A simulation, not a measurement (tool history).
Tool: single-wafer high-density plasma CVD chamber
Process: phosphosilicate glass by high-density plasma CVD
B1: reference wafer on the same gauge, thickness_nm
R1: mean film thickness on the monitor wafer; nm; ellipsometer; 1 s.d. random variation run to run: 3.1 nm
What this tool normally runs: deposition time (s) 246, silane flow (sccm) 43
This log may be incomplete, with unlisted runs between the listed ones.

{"run": 1, "hour": 0.0, "deposition time (s)": 246, "silane flow (sccm)": 47, "B1": 839.918, "R1": 1073.973}
{"run": 2, "hour": 28.0, "deposition time (s)": 246, "silane flow (sccm)": 47, "B1": 839.442, "R1": 1071.568}
{"run": 3, "hour": 57.1, "deposition time (s)": 226, "silane flow (sccm)": 43, "B1": 839.756, "R1": 911.395}
{"run": 4, "hour": 116.4, "deposition time (s)": 226, "silane flow (sccm)": 43, "B1": 840.317, "R1": 916.705}
{"run": 5, "hour": 143.1, "deposition time (s)": 246, "silane flow (sccm)": 43, "B1": 840.94, "R1": 991.585}
{"run": 6, "hour": 171.7, "deposition time (s)": 246, "silane flow (sccm)": 43, "B1": 839.659, "R1": 994.654}
{"run": 7, "hour": 207.7, "deposition time (s)": 246, "silane flow (sccm)": 43, "B1": 839.04, "R1": 992.693}
{"run": 8, "hour": 235.5, "deposition time (s)": 246, "silane flow (sccm)": 43, "B1": 841.123, "R1": 992.164}
{"run": 9, "hour": 256.3, "deposition time (s)": 246, "silane flow (sccm)": 43, "B1": 840.065, "R1": 995.444}
{"run": 10, "hour": 277.0, "deposition time (s)": 246, "silane flow (sccm)": 43, "B1": 839.392, "R1": 991.464}
{"run": 11, "hour": 293.6, "deposition time (s)": 246, "silane flow (sccm)": 43, "B1": 839.671, "R1": 995.454}
{"run": 12, "hour": 309.9, "deposition time (s)": 246, "silane flow (sccm)": 43, "B1": 840.109, "R1": 993.198}
{"run": 13, "hour": 328.9, "deposition time (s)": 246, "silane flow (sccm)": 43, "B1": 840.181, "R1": 994.042}
{"run": 14, "hour": 356.8, "deposition time (s)": 246, "silane flow (sccm)": 43, "B1": 840.252, "R1": 988.157}
{"run": 15, "hour": 384.5, "deposition time (s)": 246, "silane flow (sccm)": 43, "B1": 840.289, "R1": 987.169}
{"run": 16, "hour": 399.5, "deposition time (s)": 263, "silane flow (sccm)": 37, "B1": 840.496, "R1": 937.344}
{"hour": 413.3, "done": "gauge calibrated"}
{"run": 17, "hour": 422.5, "deposition time (s)": 246, "silane flow (sccm)": 48, "B1": 840.165, "R1": 1075.428}
{"run": 18, "hour": 437.0, "deposition time (s)": 220, "silane flow (sccm)": 51, "B1": 839.99, "R1": 1018.067}
{"run": 19, "hour": 460.9, "deposition time (s)": 246, "silane flow (sccm)": 50, "B1": 840.562, "R1": 1111.906}
{"run": 20, "hour": 488.3, "deposition time (s)": 210, "silane flow (sccm)": 36, "B1": 840.238, "R1": 733.362}
{"hour": 506.5, "done": "silane flow controller replaced"}
{"run": 21, "hour": 507.0, "deposition time (s)": 246, "silane flow (sccm)": 43, "B1": 840.764, "R1": 1043.179}
{"run": 22, "hour": 531.7, "deposition time (s)": 286, "silane flow (sccm)": 37, "B1": 839.742, "R1": 1074.569}
{"run": 23, "hour": 575.3, "deposition time (s)": 206, "silane flow (sccm)": 43, "B1": 840.252, "R1": 868.201}
{"run": 24, "hour": 618.8, "deposition time (s)": 204, "silane flow (sccm)": 38, "B1": 839.774, "R1": 779.12}
{"run": 25, "hour": 652.6, "deposition time (s)": 246, "silane flow (sccm)": 43, "B1": 840.106, "R1": 1034.503}
{"run": 26, "hour": 665.7, "deposition time (s)": 246, "silane flow (sccm)": 43, "B1": 839.7, "R1": 1032.308}
{"run": 27, "hour": 687.3, "deposition time (s)": 204, "silane flow (sccm)": 38, "B1": 840.591, "R1": 776.266}
{"run": 28, "hour": 743.5, "deposition time (s)": 283, "silane flow (sccm)": 49, "B1": 840.263, "R1": 1319.204}
{"run": 29, "hour": 758.1, "deposition time (s)": 275, "silane flow (sccm)": 43, "B1": 840.281, "R1": 1154.012}
{"run": 30, "hour": 791.5, "deposition time (s)": 246, "silane flow (sccm)": 43, "B1": 839.46, "R1": 1026.806}
{"run": 31, "hour": 817.8, "deposition time (s)": 214, "silane flow (sccm)": 51, "B1": 839.71, "R1": 1029.629}

For each run, the measured value with the value that run would have given without the tool's hidden condition subtracted. The run-to-run variation is shared by both, the gauge scatter possibly not:
Hidden state at play: delivered silane flow above the setpoint (%); gauge reads high (%).
run=1 R1=-39.254
run=2 R1=-39.749
run=3 R1=-34.323
run=4 R1=-35.581
run=5 R1=-39.003
run=6 R1=-39.679
run=7 R1=-40.3
run=8 R1=-40.817
run=9 R1=-41.358
run=10 R1=-41.594
run=11 R1=-42.086
run=12 R1=-42.308
run=13 R1=-42.715
run=14 R1=-43.004
run=15 R1=-43.499
run=16 R1=-41.581
run=17 R1=-48.193
run=18 R1=-45.914
run=19 R1=-50.67
run=20 R1=-33.816
run=21 R1=+3.458
run=22 R1=+3.086
run=23 R1=+1.813
run=24 R1=+1.017
run=25 R1=+0.721
run=26 R1=+0.475
run=27 R1=+0.054
run=28 R1=-1.247
run=29 R1=-1.396
run=30 R1=-1.863
run=31 R1=-2.359
